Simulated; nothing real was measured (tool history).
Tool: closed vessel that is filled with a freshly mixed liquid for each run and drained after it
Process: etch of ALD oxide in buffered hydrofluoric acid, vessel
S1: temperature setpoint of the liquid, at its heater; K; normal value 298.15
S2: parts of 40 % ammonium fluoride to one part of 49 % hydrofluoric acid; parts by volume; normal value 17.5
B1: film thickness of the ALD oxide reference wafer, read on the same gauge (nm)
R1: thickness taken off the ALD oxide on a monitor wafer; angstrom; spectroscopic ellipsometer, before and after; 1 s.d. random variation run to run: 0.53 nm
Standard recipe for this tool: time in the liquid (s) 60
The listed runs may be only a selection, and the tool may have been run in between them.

Run 1, hour 0: usual settings but S1 302.15 K; B1 39.99. Result: R1 964.6 angstrom.
Run 2, hour 14.7: usual settings but S1 302.15 K; B1 39.93. Result: R1 971 angstrom.
Run 3, hour 30.2: usual settings but S2 23 parts by volume, time in the liquid (s) 45; B1 40.04. Result: R1 463.1 angstrom.
Run 4, hour 39.2: usual settings but S1 297.15 K, S2 20 parts by volume; B1 39.99. Result: R1 648.1 angstrom.
Run 5, hour 50.9: usual settings but S1 297.15 K, S2 20 parts by volume; B1 39.94. Result: R1 646.8 angstrom.
Run 6, hour 63: usual settings; B1 39.98. Result: R1 783 angstrom.
Run 7, hour 76.6: usual settings; B1 40.02. Result: R1 788.5 angstrom.
Run 8, hour 86.3: usual settings but S1 301.15 K; B1 39.98. Result: R1 913.1 angstrom.
Run 9, hour 102.7: usual settings; B1 40.02. Result: R1 778.5 angstrom.
At hour 110.4: hydrofluoric acid flow meter replaced.
Run 10, hour 116.1: usual settings; B1 39.99. Result: R1 778.1 angstrom.
Run 11, hour 130.6: usual settings; B1 39.96. Result: R1 795.2 angstrom.
Run 12, hour 140.9: usual settings; B1 39.95. Result: R1 783.9 angstrom.
Run 13, hour 154.7: usual settings; B1 39.96. Result: R1 772.3 angstrom.
Run 14, hour 205.4: usual settings; B1 40.01. Result: R1 783.2 angstrom.
Run 15, hour 217.5: usual settings; B1 39.98. Result: R1 781.6 angstrom.
Run 16, hour 226.7: usual settings but S1 293.65 K, S2 15 parts by volume, time in the liquid (s) 70; B1 40.04. Result: R1 826.4 angstrom.
At hour 234.7: thermometer replaced.
Run 17, hour 235.2: usual settings; B1 40.02. Result: R1 786 angstrom.
Run 18, hour 251.1: usual settings; B1 40.02. Result: R1 781.6 angstrom.
Run 19, hour 260.4: usual settings; B1 40. Result: R1 780.7 angstrom.
At hour 263.7: gauge calibrated.
Run 20, hour 268.4: usual settings but S1 297.15 K, S2 20 parts by volume; B1 40.02. Result: R1 649.6 angstrom.
Run 21, hour 274.6: usual settings; B1 39.98. Result: R1 788.6 angstrom.
Run 22, hour 281.7: usual settings; B1 39.98. Result: R1 771.5 angstrom.
Run 23, hour 291.7: usual settings but S1 300.65 K, time in the liquid (s) 35; B1 39.98. Result: R1 522.2 angstrom.
Run 24, hour 305: usual settings but S1 301.15 K, S2 14 parts by volume; B1 40.06. Result: R1 1140.8 angstrom.
Run 25, hour 316.3: usual settings but S1 295.15 K, time in the liquid (s) 70; B1 39.98. Result: R1 777.6 angstrom.
Run 26, hour 324.3: usual settings but time in the liquid (s) 35; B1 40.01. Result: R1 456.1 angstrom.
Run 27, hour 333.5: usual settings but S1 295.15 K, time in the liquid (s) 90; B1 40.02. Result: R1 993.7 angstrom.

Forecast run 28:
Run 28, hour 348.1: usual settings but time in the liquid (s) 70; B1 ?. Result: R1 ?.

{"run 28": {"B1": 40.01, "R1": 910.4}}
Minus the tool's unlogged condition, the same run would have read R1 910.4 angstrom.

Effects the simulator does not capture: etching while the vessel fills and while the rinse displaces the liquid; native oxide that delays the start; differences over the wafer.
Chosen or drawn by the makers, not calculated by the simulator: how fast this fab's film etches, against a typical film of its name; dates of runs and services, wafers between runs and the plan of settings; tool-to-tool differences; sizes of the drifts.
